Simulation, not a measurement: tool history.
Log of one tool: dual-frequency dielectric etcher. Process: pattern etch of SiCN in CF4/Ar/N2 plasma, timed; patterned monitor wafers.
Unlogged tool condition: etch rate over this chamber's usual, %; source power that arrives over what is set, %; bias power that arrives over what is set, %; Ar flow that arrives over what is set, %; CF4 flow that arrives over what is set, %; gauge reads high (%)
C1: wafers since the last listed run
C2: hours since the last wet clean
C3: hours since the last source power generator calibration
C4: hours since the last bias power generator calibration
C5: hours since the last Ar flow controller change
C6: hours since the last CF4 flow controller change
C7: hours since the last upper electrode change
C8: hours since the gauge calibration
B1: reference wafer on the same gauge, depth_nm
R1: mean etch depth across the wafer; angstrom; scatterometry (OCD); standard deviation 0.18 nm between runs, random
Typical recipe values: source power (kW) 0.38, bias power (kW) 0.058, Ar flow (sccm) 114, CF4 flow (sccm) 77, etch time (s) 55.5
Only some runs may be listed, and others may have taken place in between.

run 1 hour=0 | source_power_(kW)=0.38 bias_power_(kW)=0.065 Ar_flow_(sccm)=114 CF4_flow_(sccm)=77 etch_time_(s)=55.5 | C1=0 C2=434.2 C3=2812 C4=2016.1 C5=1874.7 C6=4032.1 C7=3085.9 C8=81.8 | B1=40.49 | R1=400.2
run 2 hour=17.8 | source_power_(kW)=0.38 bias_power_(kW)=0.058 Ar_flow_(sccm)=114 CF4_flow_(sccm)=77 etch_time_(s)=55.5 | C1=183 C2=452 C3=2829.8 C4=2033.9 C5=1892.5 C6=4049.9 C7=3103.7 C8=99.6 | B1=40.48 | R1=379.3
run 3 hour=26.3 | source_power_(kW)=0.38 bias_power_(kW)=0.058 Ar_flow_(sccm)=114 CF4_flow_(sccm)=77 etch_time_(s)=55.5 | C1=87 C2=460.5 C3=2838.3 C4=2042.4 C5=1901 C6=4058.4 C7=3112.2 C8=108.1 | B1=40.49 | R1=379.8
run 4 hour=37.9 | source_power_(kW)=0.38 bias_power_(kW)=0.058 Ar_flow_(sccm)=114 CF4_flow_(sccm)=77 etch_time_(s)=55.5 | C1=119 C2=472.1 C3=2849.9 C4=2054 C5=1912.6 C6=4070 C7=3123.8 C8=119.7 | B1=40.53 | R1=380.2
-- hour=63 CF4 flow controller replaced
-- hour=69.9 Ar flow controller replaced
run 5 hour=73.5 | source_power_(kW)=0.38 bias_power_(kW)=0.058 Ar_flow_(sccm)=114 CF4_flow_(sccm)=77 etch_time_(s)=55.5 | C1=243 C2=507.7 C3=2885.5 C4=2089.6 C5=3.6 C6=10.5 C7=3159.4 C8=155.3 | B1=40.52 | R1=377.3
run 6 hour=84.1 | source_power_(kW)=0.38 bias_power_(kW)=0.053 Ar_flow_(sccm)=114 CF4_flow_(sccm)=77 etch_time_(s)=48 | C1=109 C2=518.3 C3=2896.1 C4=2100.2 C5=14.2 C6=21.1 C7=3170 C8=165.9 | B1=40.5 | R1=316
run 7 hour=101 | source_power_(kW)=0.38 bias_power_(kW)=0.051 Ar_flow_(sccm)=114 CF4_flow_(sccm)=77 etch_time_(s)=55.5 | C1=174 C2=535.2 C3=2913 C4=2117.1 C5=31.1 C6=38 C7=3186.9 C8=182.8 | B1=40.49 | R1=360.3
-- hour=111.6 gauge calibrated
-- hour=123.8 source power generator calibrated
-- hour=126.9 wet clean of the chamber
run 8 hour=127.4 | source_power_(kW)=0.38 bias_power_(kW)=0.058 Ar_flow_(sccm)=114 CF4_flow_(sccm)=77 etch_time_(s)=55.5 | C1=199 C2=0.5 C3=3.6 C4=2143.5 C5=57.5 C6=64.4 C7=3213.3 C8=15.8 | B1=40.51 | R1=368
run 9 hour=127.8 | source_power_(kW)=0.38 bias_power_(kW)=0.058 Ar_flow_(sccm)=114 CF4_flow_(sccm)=77 etch_time_(s)=55.5 | C1=4 C2=0.9 C3=4 C4=2143.9 C5=57.9 C6=64.8 C7=3213.7 C8=16.2 | B1=40.46 | R1=365.3
-- hour=152.6 bias power generator calibrated
-- hour=156.6 upper electrode replaced
-- hour=167 wet clean of the chamber, repeated, since the last time left the tool worse
run 10 hour=167.5 | source_power_(kW)=0.43 bias_power_(kW)=0.05 Ar_flow_(sccm)=114 CF4_flow_(sccm)=66 etch_time_(s)=55.5 | C1=220 C2=0.5 C3=43.7 C4=14.9 C5=97.6 C6=104.5 C7=10.9 C8=55.9 | B1=40.51 | R1=395.2
run 11 hour=167.8 | source_power_(kW)=0.38 bias_power_(kW)=0.058 Ar_flow_(sccm)=114 CF4_flow_(sccm)=69 etch_time_(s)=55.5 | C1=3 C2=0.8 C3=44 C4=15.2 C5=97.9 C6=104.8 C7=11.2 C8=56.2 | B1=40.55 | R1=389
run 12 hour=169.1 | source_power_(kW)=0.38 bias_power_(kW)=0.068 Ar_flow_(sccm)=114 CF4_flow_(sccm)=77 etch_time_(s)=55.5 | C1=13 C2=2.1 C3=45.3 C4=16.5 C5=99.2 C6=106.1 C7=12.5 C8=57.5 | B1=40.5 | R1=423
run 13 hour=177.8 | source_power_(kW)=0.38 bias_power_(kW)=0.064 Ar_flow_(sccm)=136 CF4_flow_(sccm)=92 etch_time_(s)=51.5 | C1=89 C2=10.8 C3=54 C4=25.2 C5=107.9 C6=114.8 C7=21.2 C8=66.2 | B1=40.56 | R1=379.4
run 14 hour=195.1 | source_power_(kW)=0.38 bias_power_(kW)=0.058 Ar_flow_(sccm)=114 CF4_flow_(sccm)=92 etch_time_(s)=46.5 | C1=178 C2=28.1 C3=71.3 C4=42.5 C5=125.2 C6=132.1 C7=38.5 C8=83.5 | B1=40.46 | R1=337.6
run 15 hour=207.2 | source_power_(kW)=0.38 bias_power_(kW)=0.058 Ar_flow_(sccm)=93 CF4_flow_(sccm)=87 etch_time_(s)=55.5 | C1=125 C2=40.2 C3=83.4 C4=54.6 C5=137.3 C6=144.2 C7=50.6 C8=95.6 | B1=40.53 | R1=413

Same runs, no hidden state in the tool, same run-to-run variation:
run=1 R1=411.7
run=2 R1=390.7
run=3 R1=391.4
run=4 R1=392.2
run=5 R1=390.2
run=6 R1=327.1
run=7 R1=373.4
run=8 R1=394
run=9 R1=391.2
run=10 R1=393.8
run=11 R1=387.5
run=12 R1=421.4
run=13 R1=378.3
run=14 R1=337
run=15 R1=412.7
